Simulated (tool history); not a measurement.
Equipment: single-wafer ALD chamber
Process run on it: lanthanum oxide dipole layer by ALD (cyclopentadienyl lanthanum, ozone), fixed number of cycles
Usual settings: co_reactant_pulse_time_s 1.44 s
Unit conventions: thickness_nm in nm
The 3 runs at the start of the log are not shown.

run	day	co_reactant_pulse_time_s	wafers since the last listed run	hours since the last thermocouple change	hours since the last ozone generator service	hours since the showerhead was replaced	hours since the gauge calibration	read-back reference wafer on the same gauge, thickness_nm	thickness_nm
4	11.642	1.44	1256	603.5	364.9	4687.5	1527	0.559	0.53
5	14.388	1.44	1203	669.4	430.8	4753.4	1592.9	0.559	0.528
# day 19.033: gauge calibrated
# day 21.421: ozone generator serviced
6	22.946	1.03	3603	874.8	36.6	4958.8	93.9	0.559	0.508
7	25.817	1.03	1257	943.7	105.5	5027.7	162.8	0.559	0.508
8	27.696	1.06	823	988.8	150.6	5072.8	207.9	0.559	0.508
9	29.804	1.06	923	1039.4	201.2	5123.4	258.5	0.559	0.507
10	32.433	1.06	1152	1102.5	264.3	5186.5	321.6	0.558	0.504
11	34.879	1.32	1071	1161.2	323	5245.2	380.3	0.559	0.524
12	39.108	1.32	1853	1262.7	424.5	5346.7	481.8	0.559	0.516
13	40.9	1.32	785	1305.7	467.5	5389.7	524.8	0.559	0.517
14	45.075	1.85	1829	1405.9	567.7	5489.9	625	0.559	0.54
15	46.642	1.85	686	1443.5	605.3	5527.5	662.6	0.559	0.539
16	48.942	1.85	1007	1498.7	660.5	5582.7	717.8	0.559	0.539
17	51.683	1.28	1201	1564.5	726.3	5648.5	783.6	0.559	0.5
# day 52.346: ozone generator serviced
18	54.183	1.83	949	1624.5	44.1	5708.5	843.6	0.559	0.554

Run 19 is up next; what results do you expect?
19	55.729	1.9	677	1661.6	81.2	5745.6	880.7	?	?

read-back reference wafer on the same gauge, thickness_nm: 0.559
thickness_nm: 0.556 nm
Without the tool's hidden state the same run would have given thickness_nm 0.559 nm.
